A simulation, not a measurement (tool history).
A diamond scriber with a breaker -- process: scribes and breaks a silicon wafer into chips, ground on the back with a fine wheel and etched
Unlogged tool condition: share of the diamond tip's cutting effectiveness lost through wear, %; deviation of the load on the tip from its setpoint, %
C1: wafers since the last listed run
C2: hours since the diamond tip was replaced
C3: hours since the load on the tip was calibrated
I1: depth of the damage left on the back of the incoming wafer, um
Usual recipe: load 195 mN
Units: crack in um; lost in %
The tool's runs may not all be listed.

{"run": 1, "hour": 0.0, "load": 195, "C1": 0, "C2": 88, "C3": 815.6, "I1": 0.51, "crack": 9.75, "lost": 0.44}
{"hour": 175.7, "done": "load on the tip recalibrated"}
{"run": 2, "hour": 273.8, "load": 153, "C1": 651, "C2": 361.8, "C3": 98.1, "I1": 0.39, "crack": 8.37, "lost": 4.36}
{"run": 3, "hour": 376.9, "load": 195, "C1": 247, "C2": 464.9, "C3": 201.2, "I1": 0.36, "crack": 9.76, "lost": 0.5}
{"run": 4, "hour": 468.6, "load": 195, "C1": 219, "C2": 556.6, "C3": 292.9, "I1": 0.6, "crack": 9.71, "lost": 0.53}
{"run": 5, "hour": 515.0, "load": 195, "C1": 111, "C2": 603, "C3": 339.3, "I1": 0.39, "crack": 9.9, "lost": 0.52}
{"run": 6, "hour": 574.5, "load": 195, "C1": 142, "C2": 662.5, "C3": 398.8, "I1": 0.38, "crack": 10.03, "lost": 0.42}
{"run": 7, "hour": 660.2, "load": 195, "C1": 205, "C2": 748.2, "C3": 484.5, "I1": 0.42, "crack": 9.86, "lost": 0.47}
{"run": 8, "hour": 748.1, "load": 168, "C1": 210, "C2": 836.1, "C3": 572.4, "I1": 0.3, "crack": 8.78, "lost": 1.62}
{"run": 9, "hour": 804.8, "load": 168, "C1": 135, "C2": 892.8, "C3": 629.1, "I1": 0.58, "crack": 8.58, "lost": 1.83}
{"hour": 960.4, "done": "load on the tip recalibrated"}
{"hour": 971.5, "done": "diamond tip replaced by a new one"}
{"run": 10, "hour": 1058.6, "load": 166, "C1": 598, "C2": 87.1, "C3": 98.2, "I1": 0.55, "crack": 8.67, "lost": 2.41}
{"run": 11, "hour": 1120.4, "load": 167, "C1": 148, "C2": 148.9, "C3": 160, "I1": 0.75, "crack": 8.76, "lost": 2.19}
{"run": 12, "hour": 1190.4, "load": 195, "C1": 167, "C2": 218.9, "C3": 230, "I1": 0.3, "crack": 9.83, "lost": 0.46}
{"run": 13, "hour": 1250.6, "load": 241, "C1": 144, "C2": 279.1, "C3": 290.2, "I1": 0.57, "crack": 11.27, "lost": 3.32}
{"run": 14, "hour": 1323.5, "load": 138, "C1": 174, "C2": 352, "C3": 363.1, "I1": 0.58, "crack": 7.66, "lost": 8.11}
{"run": 15, "hour": 1367.6, "load": 195, "C1": 105, "C2": 396.1, "C3": 407.2, "I1": 0.66, "crack": 9.93, "lost": 0.51}
{"run": 16, "hour": 1408.4, "load": 195, "C1": 97, "C2": 436.9, "C3": 448, "I1": 0.34, "crack": 9.63, "lost": 0.46}
{"run": 17, "hour": 1451.6, "load": 141, "C1": 103, "C2": 480.1, "C3": 491.2, "I1": 0.36, "crack": 7.79, "lost": 6.87}
{"run": 18, "hour": 1519.9, "load": 157, "C1": 163, "C2": 548.4, "C3": 559.5, "I1": 0.39, "crack": 8.35, "lost": 3.64}

What if the next run were any one of these 3? Each begins from the tool's condition after run 18:
{"run": "A", "hour": 1520.6, "load": 160, "C1": 1, "C2": 549.1, "C3": 560.2, "I1": 0.7, "crack": "?", "lost": "?"}
{"run": "B", "hour": 1520.6, "load": 239, "C1": 1, "C2": 549.1, "C3": 560.2, "I1": 0.7, "crack": "?", "lost": "?"}
{"run": "C", "hour": 1520.6, "load": 228, "C1": 1, "C2": 549.1, "C3": 560.2, "I1": 0.7, "crack": "?", "lost": "?"}

run=A crack=8.36 lost=2.85
run=B crack=11.09 lost=2.91
run=C crack=10.74 lost=1.91
Take away the tool's hidden state, keep each run's random variation, and the runs would have read:
run=A crack=8.36 lost=2.85
run=B crack=11.09 lost=2.91
run=C crack=10.74 lost=1.91

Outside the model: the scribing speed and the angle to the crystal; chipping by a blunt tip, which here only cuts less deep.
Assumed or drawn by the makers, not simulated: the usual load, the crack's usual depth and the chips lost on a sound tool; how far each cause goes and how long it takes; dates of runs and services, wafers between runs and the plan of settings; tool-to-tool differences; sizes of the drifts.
